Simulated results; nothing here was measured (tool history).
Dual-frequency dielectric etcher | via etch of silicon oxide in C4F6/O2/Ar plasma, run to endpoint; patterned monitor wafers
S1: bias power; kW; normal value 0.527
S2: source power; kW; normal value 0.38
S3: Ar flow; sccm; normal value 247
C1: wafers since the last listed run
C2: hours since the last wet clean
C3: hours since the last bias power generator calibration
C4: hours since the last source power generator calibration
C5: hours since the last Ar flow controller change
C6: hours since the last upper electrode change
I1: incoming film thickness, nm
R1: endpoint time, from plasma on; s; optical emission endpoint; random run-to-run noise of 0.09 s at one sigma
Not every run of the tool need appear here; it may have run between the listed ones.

Run 1, day 0: usual settings; C1 0; C2 338.4; C3 1943.6; C4 3662.9; C5 4356; C6 2944.7; I1 90.6. Result: R1 18.9 s.
Run 2, day 0.362: usual settings; C1 114; C2 347.1; C3 1952.3; C4 3671.6; C5 4364.7; C6 2953.4; I1 91.1. Result: R1 19.1 s.
Run 3, day 0.671: usual settings; C1 97; C2 354.5; C3 1959.7; C4 3679; C5 4372.1; C6 2960.8; I1 89.8. Result: R1 18.9 s.
Run 4, day 1.325: usual settings; C1 206; C2 370.2; C3 1975.4; C4 3694.7; C5 4387.8; C6 2976.5; I1 90.8. Result: R1 19.2 s.
Run 5, day 1.717: usual settings but S3 204 sccm; C1 123; C2 379.6; C3 1984.8; C4 3704.1; C5 4397.2; C6 2985.9; I1 91.6. Result: R1 18.6 s.
At day 2.879: upper electrode replaced.
At day 3.304: bias power generator calibrated.
At day 3.5: wet clean of the chamber.
Run 6, day 3.521: usual settings but S3 204 sccm; C1 138; C2 0.5; C3 5.2; C4 3747.4; C5 4440.5; C6 15.4; I1 90.2. Result: R1 18 s.
Run 7, day 3.533: usual settings; C1 3; C2 0.8; C3 5.5; C4 3747.7; C5 4440.8; C6 15.7; I1 91.6. Result: R1 18.7 s.
Run 8, day 3.596: usual settings; C1 19; C2 2.3; C3 7; C4 3749.2; C5 4442.3; C6 17.2; I1 90.9. Result: R1 18.5 s.
Run 9, day 4.058: usual settings; C1 146; C2 13.4; C3 18.1; C4 3760.3; C5 4453.4; C6 28.3; I1 90.9. Result: R1 18.5 s.
At day 5.142: source power generator calibrated.
At day 5.479: wet clean of the chamber, repeated, since the last time left the tool worse.
Run 10, day 5.5: usual settings but S2 0.34 kW; C1 296; C2 0.5; C3 52.7; C4 8.6; C5 4488; C6 62.9; I1 89.9. Result: R1 19.9 s.
Run 11, day 5.512: usual settings but S1 0.42 kW; C1 3; C2 0.8; C3 53; C4 8.9; C5 4488.3; C6 63.2; I1 91.9. Result: R1 22.6 s.
At day 5.867: Ar flow controller replaced.
Run 12, day 5.888: usual settings but S2 0.31 kW, S3 229 sccm; C1 39; C2 9.8; C3 62; C4 17.9; C5 0.5; C6 72.2; I1 91.3. Result: R1 20.6 s.
Run 13, day 6.408: usual settings; C1 164; C2 22.3; C3 74.5; C4 30.4; C5 13; C6 84.7; I1 91.7. Result: R1 19.6 s.
Run 14, day 6.854: usual settings; C1 140; C2 33; C3 85.2; C4 41.1; C5 23.7; C6 95.4; I1 91. Result: R1 19.6 s.
Run 15, day 7.146: usual settings but S1 0.651 kW, S3 303 sccm; C1 92; C2 40; C3 92.2; C4 48.1; C5 30.7; C6 102.4; I1 89.4. Result: R1 17.9 s.
Run 16, day 7.621: usual settings but S1 0.461 kW, S2 0.28 kW, S3 222 sccm; C1 150; C2 51.4; C3 103.6; C4 59.5; C5 42.1; C6 113.8; I1 91.2. Result: R1 22.4 s.
Run 17, day 8.354: usual settings but S2 0.44 kW; C1 231; C2 69; C3 121.2; C4 77.1; C5 59.7; C6 131.4; I1 91. Result: R1 19 s.

Predict each of these 3 candidate next runs independently; none follows another, all start after run 17:
Run A, day 8.371: usual settings but S3 266 sccm; C1 5; C2 69.4; C3 121.6; C4 77.5; C5 60.1; C6 131.8; I1 91.3. Result: R1 ?.
Run B, day 8.371: usual settings but S1 0.422 kW, S3 287 sccm; C1 5; C2 69.4; C3 121.6; C4 77.5; C5 60.1; C6 131.8; I1 91.3. Result: R1 ?.
Run C, day 8.371: usual settings but S2 0.28 kW; C1 5; C2 69.4; C3 121.6; C4 77.5; C5 60.1; C6 131.8; I1 91.3. Result: R1 ?.

run    R1
  A  19.9
  B  22.6
  C  21.2
What these runs would have given with no unlogged condition in the tool:
run    R1
  A    20
  B  22.7
  C  21.3
